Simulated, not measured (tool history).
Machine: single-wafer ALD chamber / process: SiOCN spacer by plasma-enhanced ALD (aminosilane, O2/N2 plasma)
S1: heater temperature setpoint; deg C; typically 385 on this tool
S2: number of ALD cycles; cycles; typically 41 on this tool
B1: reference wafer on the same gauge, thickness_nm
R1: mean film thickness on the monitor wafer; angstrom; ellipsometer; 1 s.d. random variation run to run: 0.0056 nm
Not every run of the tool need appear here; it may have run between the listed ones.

run     day   S1  S2     B1     R1
  1   0.000  391  41  1.910  22.61
  2   0.296  391  41  1.910  22.72
      0.650  -- gauge calibrated
  3   0.842  391  41  1.889  22.52
  4   1.229  385  41  1.892  22.57
  5   1.671  385  41  1.896  22.56
  6   2.192  385  41  1.898  22.56
  7   2.533  385  41  1.900  22.40
  8   3.121  385  41  1.899  22.53
  9   3.458  390  45  1.901  24.80
 10   3.708  385  41  1.900  22.67
      4.517  -- thermocouple changed; heater temperature recalibrated
 11   4.538  385  41  1.902  22.59
 12   5.008  385  41  1.905  22.48
 13   5.700  385  41  1.904  22.62
 14   6.088  372  41  1.904  22.67
 15   6.800  385  48  1.905  26.55
 16   7.371  376  44  1.908  24.35
 17   9.371  385  41  1.909  22.57
 18   9.804  385  41  1.906  22.62
      9.812  -- gauge calibrated
 19  11.150  385  41  1.896  22.43
 20  11.554  393  38  1.898  20.83
 21  12.288  374  41  1.899  22.54
 22  13.038  385  46  1.901  25.29
 23  13.400  385  43  1.901  23.73
 24  13.779  385  41  1.901  22.51
 25  14.146  385  33  1.902  18.24
 26  14.400  396  44  1.903  24.28
 27  14.912  391  37  1.904  20.47

What the log doesn't show, run by run:
wafer temperature above the value expected at the setpoint (K): 0 at every run
H1: gauge reads high (%)
run      H1
  1   0.981
  2   0.985
  3  0.0667
  4   0.171
  5   0.274
  6   0.379
  7   0.439
  8   0.527
  9   0.571
 10     0.6
 11   0.683
 12   0.721
 13   0.767
 14   0.789
 15   0.822
 16   0.844
 17   0.896
 18   0.903
 19   0.273
 20   0.348
 21   0.461
 22   0.552
 23   0.589
 24   0.623
 25   0.653
 26   0.671
 27   0.704
